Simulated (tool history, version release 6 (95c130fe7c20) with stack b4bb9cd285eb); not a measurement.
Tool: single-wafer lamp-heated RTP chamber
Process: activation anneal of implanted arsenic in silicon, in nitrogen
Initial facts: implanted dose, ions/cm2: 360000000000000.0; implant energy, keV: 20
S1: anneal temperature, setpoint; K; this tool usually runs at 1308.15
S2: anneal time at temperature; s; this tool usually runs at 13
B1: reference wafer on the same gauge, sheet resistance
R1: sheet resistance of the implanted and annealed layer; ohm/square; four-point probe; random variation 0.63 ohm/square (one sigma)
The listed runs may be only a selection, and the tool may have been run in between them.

run	day	S1	S2	B1	R1
1	0	1308.15	9	221.96	234.35
# day 1.142: pyrometer window cleaned and pyrometer calibrated
2	2.742	1327.15	13	222.06	230.2
3	6.717	1327.15	13	221.85	228.86
4	10.433	1327.15	13	222.08	229.61
5	13.058	1308.15	16	222.07	231.38
6	16.492	1308.15	16	221.96	232.22
7	20.088	1308.15	13	222.07	232.52
8	22.529	1308.15	13	222.09	232.43
9	25.608	1308.15	13	222.11	232.86
# day 27.9: pyrometer window cleaned and pyrometer calibrated
10	27.921	1308.15	13	222	232.41
11	30.958	1308.15	13	221.97	232.3
12	33.558	1318.15	13	221.99	231.15
13	35.171	1294.15	18	222.12	232.78
14	38.442	1308.15	13	221.86	232.36
# day 40.029: gauge calibrated
15	42.312	1332.15	6	222.03	233.9
16	45.938	1308.15	10	221.99	234.48
17	47.496	1336.15	10	221.88	231.11
18	50.317	1278.15	11	221.92	236.24
19	53.6	1298.15	17	222.2	232.22
# day 58.3: pyrometer window cleaned and pyrometer calibrated
# day 59.429: reflector plate cleaned
20	60.7	1330.15	21	222.08	226.25
21	63.45	1335.15	19	221.92	226.53
22	72.379	1317.15	19	221.97	229.72
23	78.962	1317.15	19	222.05	228.74

For each run, what was the tool's unlogged condition?
true wafer temperature minus pyrometer reading, K: 0 at every run
wafer temperature error from the tarnished reflector plate, K: 0 at every run
gauge reads high (%): 0 at every run

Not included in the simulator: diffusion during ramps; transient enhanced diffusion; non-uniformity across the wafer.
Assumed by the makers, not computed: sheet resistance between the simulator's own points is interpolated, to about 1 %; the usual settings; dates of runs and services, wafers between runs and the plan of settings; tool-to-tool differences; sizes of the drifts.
